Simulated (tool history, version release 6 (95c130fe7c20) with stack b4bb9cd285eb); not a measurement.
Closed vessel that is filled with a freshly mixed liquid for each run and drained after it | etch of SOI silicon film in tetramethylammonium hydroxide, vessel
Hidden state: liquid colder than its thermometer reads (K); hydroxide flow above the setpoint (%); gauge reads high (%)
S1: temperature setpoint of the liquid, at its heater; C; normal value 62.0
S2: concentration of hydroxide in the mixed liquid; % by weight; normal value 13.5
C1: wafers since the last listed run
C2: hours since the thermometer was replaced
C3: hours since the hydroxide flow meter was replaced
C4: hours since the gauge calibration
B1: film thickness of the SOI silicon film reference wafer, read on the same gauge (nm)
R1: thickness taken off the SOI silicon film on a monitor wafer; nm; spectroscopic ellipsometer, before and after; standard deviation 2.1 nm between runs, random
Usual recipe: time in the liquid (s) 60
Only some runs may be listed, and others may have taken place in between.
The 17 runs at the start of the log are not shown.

Run 18, hour 241.5: usual settings but S2 16.5 % by weight; C1 1505; C2 881.5; C3 42.5; C4 735.8; B1 120.00. Result: R1 174.28 nm.
Run 19, hour 252.9: usual settings; C1 1052; C2 892.9; C3 53.9; C4 747.2; B1 119.99. Result: R1 190.68 nm.
At hour 261.6: gauge calibrated.
Run 20, hour 290.9: usual settings but S1 68.5 C; C1 3508; C2 930.9; C3 91.9; C4 29.3; B1 120.00. Result: R1 279.63 nm.
Run 21, hour 300.9: usual settings but S2 11.0 % by weight; C1 923; C2 940.9; C3 101.9; C4 39.3; B1 119.99. Result: R1 207.21 nm.
Run 22, hour 313.5: usual settings but S1 57.5 C, S2 14.5 % by weight, time in the liquid (s) 30; C1 1163; C2 953.5; C3 114.5; C4 51.9; B1 119.97. Result: R1 68.29 nm.
Run 23, hour 327.1: usual settings but S2 12.5 % by weight; C1 1255; C2 967.1; C3 128.1; C4 65.5; B1 119.99. Result: R1 190.88 nm.
Run 24, hour 339.2: usual settings but S1 70.0 C, S2 15.0 % by weight, time in the liquid (s) 75; C1 1117; C2 979.2; C3 140.2; C4 77.6; B1 119.98. Result: R1 365.24 nm.
At hour 347.4: thermometer replaced.
Run 25, hour 348.3: usual settings but time in the liquid (s) 50; C1 747; C2 0.9; C3 149.3; C4 86.7; B1 120.01. Result: R1 185.18 nm.
Run 26, hour 366.0: usual settings but S1 67.5 C, S2 11.5 % by weight, time in the liquid (s) 95; C1 1634; C2 18.6; C3 167.0; C4 104.4; B1 119.99. Result: R1 519.67 nm.
Run 27, hour 373.3: usual settings but S1 55.5 C, S2 11.5 % by weight; C1 674; C2 25.9; C3 174.3; C4 111.7; B1 119.98. Result: R1 157.63 nm.
Run 28, hour 394.8: usual settings; C1 1985; C2 47.4; C3 195.8; C4 133.2; B1 119.98. Result: R1 222.25 nm.
Run 29, hour 412.8: usual settings but S2 12.5 % by weight, time in the liquid (s) 35; C1 1662; C2 65.4; C3 213.8; C4 151.2; B1 120.01. Result: R1 133.10 nm.
Run 30, hour 428.5: usual settings; C1 1449; C2 81.1; C3 229.5; C4 166.9; B1 120.01. Result: R1 216.05 nm.
Run 31, hour 443.5: usual settings; C1 1385; C2 96.1; C3 244.5; C4 181.9; B1 120.00. Result: R1 217.78 nm.
Run 32, hour 459.8: usual settings but S1 66.0 C, S2 17.0 % by weight, time in the liquid (s) 75; C1 1505; C2 112.4; C3 260.8; C4 198.2; B1 120.01. Result: R1 315.72 nm.
Run 33, hour 471.3: usual settings; C1 1061; C2 123.9; C3 272.3; C4 209.7; B1 119.98. Result: R1 217.55 nm.
Run 34, hour 479.2: usual settings; C1 729; C2 131.8; C3 280.2; C4 217.6; B1 119.99. Result: R1 215.13 nm.
Run 35, hour 490.0: usual settings but S1 64.5 C, S2 11.0 % by weight; C1 997; C2 142.6; C3 291.0; C4 228.4; B1 120.00. Result: R1 272.41 nm.

Alternative continuations, all from the tool just after run 35; predict every row:
Run A, hour 490.7: usual settings; C1 64; C2 143.3; C3 291.7; C4 229.1; B1 ?. Result: R1 ?.
Run B, hour 490.7: usual settings but S1 68.0 C, time in the liquid (s) 80; C1 64; C2 143.3; C3 291.7; C4 229.1; B1 ?. Result: R1 ?.
Run C, hour 490.7: usual settings but S2 11.5 % by weight, time in the liquid (s) 75; C1 64; C2 143.3; C3 291.7; C4 229.1; B1 ?. Result: R1 ?.

run      B1      R1
  A  120.00  217.29
  B  120.00  416.71
  C  120.00  290.98
What these runs would have given with no unlogged condition in the tool:
run      R1
  A  221.75
  B  424.96
  C  296.96
